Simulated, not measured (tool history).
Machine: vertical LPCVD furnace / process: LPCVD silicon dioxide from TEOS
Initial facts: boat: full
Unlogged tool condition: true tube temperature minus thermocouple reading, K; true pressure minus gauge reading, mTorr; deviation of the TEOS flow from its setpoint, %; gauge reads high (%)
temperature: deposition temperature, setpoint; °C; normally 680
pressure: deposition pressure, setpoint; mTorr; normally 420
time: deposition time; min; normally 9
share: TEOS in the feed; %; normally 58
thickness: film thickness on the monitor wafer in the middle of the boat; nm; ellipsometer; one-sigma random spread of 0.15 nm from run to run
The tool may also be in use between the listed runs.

| run | hour | temperature | pressure | time | share | wafers since the last listed run | hours since the last temperature calibration | hours since the pressure gauge was zeroed | hours since the TEOS flow controller was replaced | hours since the gauge calibration | read-back reference wafer on the same gauge, thickness | thickness |
|---|---|---|---|---|---|---|---|---|---|---|---|---|
| 1 | 0 | 680 | 420 | 9 | 58 | 0 | 33.5 | 2674.1 | 2175.4 | 1983.1 | 40 | 40.37 |
| 2 | 48.9 | 680 | 420 | 9 | 58 | 628 | 82.4 | 2723 | 2224.3 | 2032 | 40.01 | 40.85 |
| 3 | 106.9 | 680 | 420 | 9 | 58 | 745 | 140.4 | 2781 | 2282.3 | 2090 | 39.98 | 40.46 |
| 4 | 150.2 | 680 | 420 | 9 | 58 | 556 | 183.7 | 2824.3 | 2325.6 | 2133.3 | 40.03 | 40.64 |
|  | 263.4 | gauge calibrated |
|  | 295 | TEOS flow controller replaced |
| 5 | 295.5 | 680 | 420 | 9 | 58 | 1560 | 329 | 2969.6 | 0.5 | 32.1 | 39.97 | 40.89 |
| 6 | 318.8 | 680 | 420 | 9 | 58 | 299 | 352.3 | 2992.9 | 23.8 | 55.4 | 40.01 | 40.59 |
| 7 | 374.9 | 685 | 345 | 5.5 | 64 | 721 | 408.4 | 3049 | 79.9 | 111.5 | 40 | 26.5 |
| 8 | 424.8 | 680 | 420 | 9 | 58 | 641 | 458.3 | 3098.9 | 129.8 | 161.4 | 39.97 | 40.35 |
| 9 | 466.8 | 668 | 420 | 12.5 | 58 | 540 | 500.3 | 3140.9 | 171.8 | 203.4 | 40.01 | 41.88 |
| 10 | 533.1 | 680 | 420 | 9 | 58 | 852 | 566.6 | 3207.2 | 238.1 | 269.7 | 40.05 | 40.64 |
| 11 | 557.4 | 680 | 420 | 9 | 58 | 312 | 590.9 | 3231.5 | 262.4 | 294 | 40 | 40.47 |
| 12 | 617.3 | 680 | 420 | 9 | 58 | 770 | 650.8 | 3291.4 | 322.3 | 353.9 | 40.05 | 40.65 |
| 13 | 648.1 | 680 | 420 | 6.5 | 58 | 396 | 681.6 | 3322.2 | 353.1 | 384.7 | 40.03 | 29.49 |
| 14 | 692.7 | 680 | 420 | 9 | 58 | 573 | 726.2 | 3366.8 | 397.7 | 429.3 | 40.06 | 40.3 |
| 15 | 759 | 680 | 420 | 7.5 | 58 | 852 | 792.5 | 3433.1 | 464 | 495.6 | 40 | 33.64 |
| 16 | 794 | 680 | 420 | 9 | 58 | 450 | 827.5 | 3468.1 | 499 | 530.6 | 39.97 | 40.63 |
| 17 | 820.2 | 680 | 475 | 5.5 | 58 | 336 | 853.7 | 3494.3 | 525.2 | 556.8 | 40.04 | 26.42 |
|  | 847.2 | pressure gauge zeroed |
| 18 | 886.1 | 676 | 470 | 12.5 | 47 | 538 | 919.6 | 38.9 | 591.1 | 622.7 | 39.98 | 49.97 |
| 19 | 940.8 | 680 | 420 | 9 | 58 | 703 | 974.3 | 93.6 | 645.8 | 677.4 | 39.99 | 41.41 |
| 20 | 997.8 | 684 | 355 | 12 | 49 | 733 | 1031.3 | 150.6 | 702.8 | 734.4 | 40.03 | 51.43 |
| 21 | 1058.7 | 684 | 420 | 12 | 52 | 783 | 1092.2 | 211.5 | 763.7 | 795.3 | 40.02 | 57.59 |
| 22 | 1107.8 | 680 | 490 | 9 | 58 | 631 | 1141.3 | 260.6 | 812.8 | 844.4 | 39.99 | 44.5 |
| 23 | 1151.3 | 680 | 420 | 9 | 58 | 559 | 1184.8 | 304.1 | 856.3 | 887.9 | 39.98 | 41.38 |
| 24 | 1200.9 | 686 | 420 | 11 | 62 | 637 | 1234.4 | 353.7 | 905.9 | 937.5 | 39.96 | 60.05 |
| 25 | 1233.1 | 674 | 420 | 9 | 58 | 414 | 1266.6 | 385.9 | 938.1 | 969.7 | 39.99 | 35.78 |
| 26 | 1288.6 | 668 | 420 | 12.5 | 58 | 713 | 1322.1 | 441.4 | 993.6 | 1025.2 | 40.02 | 42.8 |
| 27 | 1315.4 | 680 | 465 | 9 | 54 | 344 | 1348.9 | 468.2 | 1020.4 | 1052 | 40.03 | 41.75 |
| 28 | 1384.1 | 683 | 505 | 9 | 49 | 883 | 1417.6 | 536.9 | 1089.1 | 1120.7 | 39.99 | 44.61 |
| 29 | 1439.8 | 680 | 445 | 10 | 53 | 716 | 1473.3 | 592.6 | 1144.8 | 1176.4 | 39.99 | 44.76 |
| 30 | 1500.6 | 680 | 420 | 9 | 51 | 782 | 1534.1 | 653.4 | 1205.6 | 1237.2 | 39.99 | 38.39 |

Run-by-run hidden state of the tool:
true tube temperature minus thermocouple reading, K: 0 on each run
deviation of the TEOS flow from its setpoint, %: 0 on each run
gauge reads high (%): 0 on each run
H1: true pressure minus gauge reading, mTorr
| run | H1 |
|---|---|
| 1 | -18.8 |
| 2 | -18.9 |
| 3 | -19 |
| 4 | -19.1 |
| 5 | -19.3 |
| 6 | -19.4 |
| 7 | -19.4 |
| 8 | -19.5 |
| 9 | -19.6 |
| 10 | -19.6 |
| 11 | -19.7 |
| 12 | -19.7 |
| 13 | -19.8 |
| 14 | -19.8 |
| 15 | -19.9 |
| 16 | -19.9 |
| 17 | -19.9 |
| 18 | -1.25 |
| 19 | -2.25 |
| 20 | -3.23 |
| 21 | -4.23 |
| 22 | -5 |
| 23 | -5.66 |
| 24 | -6.37 |
| 25 | -6.82 |
| 26 | -7.57 |
| 27 | -7.91 |
| 28 | -8.77 |
| 29 | -9.42 |
| 30 | -10.1 |
